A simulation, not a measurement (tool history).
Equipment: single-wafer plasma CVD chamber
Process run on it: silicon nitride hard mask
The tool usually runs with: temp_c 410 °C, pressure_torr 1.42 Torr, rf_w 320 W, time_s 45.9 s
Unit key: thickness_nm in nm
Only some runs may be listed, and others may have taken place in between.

run	day	temp_c	pressure_torr	rf_w	time_s	wafers since the last listed run	hours since the last thermocouple change	hours since the last RF generator calibration	hours since the last manometer calibration	hours since the showerhead was replaced	hours since the gauge calibration	read-back reference wafer on the same gauge, thickness_nm	thickness_nm
1	0.000	410	1.42	320	45.9	0	872.9	1342.9	1432.0	2438.9	68.3	50.459	47.326
2	4.154	406	1.42	320	45.9	1763	972.6	1442.6	1531.7	2538.6	168.0	50.546	46.995
3	6.425	406	1.42	320	45.9	963	1027.1	1497.1	1586.2	2593.1	222.5	50.495	47.603
4	9.150	410	1.42	320	45.9	1156	1092.5	1562.5	1651.6	2658.5	287.9	50.458	47.209
5	11.271	410	1.42	320	45.9	900	1143.4	1613.4	1702.5	2709.4	338.8	50.467	47.419
6	14.500	410	1.42	320	45.9	1370	1220.9	1690.9	1780.0	2786.9	416.3	50.514	46.841
# day 16.958: thermocouple changed; heater temperature recalibrated
7	18.242	410	1.42	320	45.9	1446	30.8	1780.7	1869.8	2876.7	506.1	50.466	46.536
# day 18.704: capacitance manometer re-zeroed and calibrated
# day 21.971: RF generator calibrated
8	21.992	410	1.42	320	45.9	1308	120.8	0.5	78.9	2966.7	596.1	50.478	50.736
9	25.200	410	1.42	320	45.9	1361	197.8	77.5	155.9	3043.7	673.1	50.445	50.505
10	27.883	410	1.42	280	45.9	1138	262.2	141.9	220.3	3108.1	737.5	50.518	44.867
11	31.908	420	1.77	365	40.9	1708	358.8	238.5	316.9	3204.7	834.1	50.541	52.338
# day 35.417: gauge calibrated
12	36.175	410	1.42	320	45.9	1810	461.2	340.9	419.3	3307.1	18.2	50.472	49.502
# day 37.942: showerhead replaced
13	38.358	421	1.15	320	52.0	785	513.6	393.3	471.7	10.0	70.6	50.504	51.090
14	40.012	410	1.42	320	38.0	702	553.3	433.0	511.4	49.7	110.3	50.501	40.936
15	43.700	410	1.07	320	45.9	1564	641.8	521.5	599.9	138.2	198.8	50.467	43.417
16	47.975	410	1.42	320	45.9	1814	744.4	624.1	702.5	240.8	301.4	50.514	48.937
17	50.767	410	1.18	290	51.9	1184	811.4	691.1	769.5	307.8	368.4	50.507	47.167

Below are 5 alternative next runs, each starting from the tool's condition after run 17. Predict each:
A	50.783	420	1.42	320	45.9	7	811.8	691.5	769.9	308.2	368.8	?	?
B	50.783	410	1.42	295	54.2	7	811.8	691.5	769.9	308.2	368.8	?	?
C	50.783	410	1.51	370	38.5	7	811.8	691.5	769.9	308.2	368.8	?	?
D	50.783	396	1.42	320	55.0	7	811.8	691.5	769.9	308.2	368.8	?	?
E	50.783	414	1.42	320	45.9	7	811.8	691.5	769.9	308.2	368.8	?	?

run	read-back reference wafer on the same gauge, thickness_nm	thickness_nm
A	50.503	48.346
B	50.503	53.631
C	50.503	46.485
D	50.503	58.446
E	50.503	48.458
With the hidden condition removed and each run's random variation left untouched, the same runs would have given:
run	thickness_nm
A	50.661
B	56.260
C	48.627
D	61.245
E	50.779
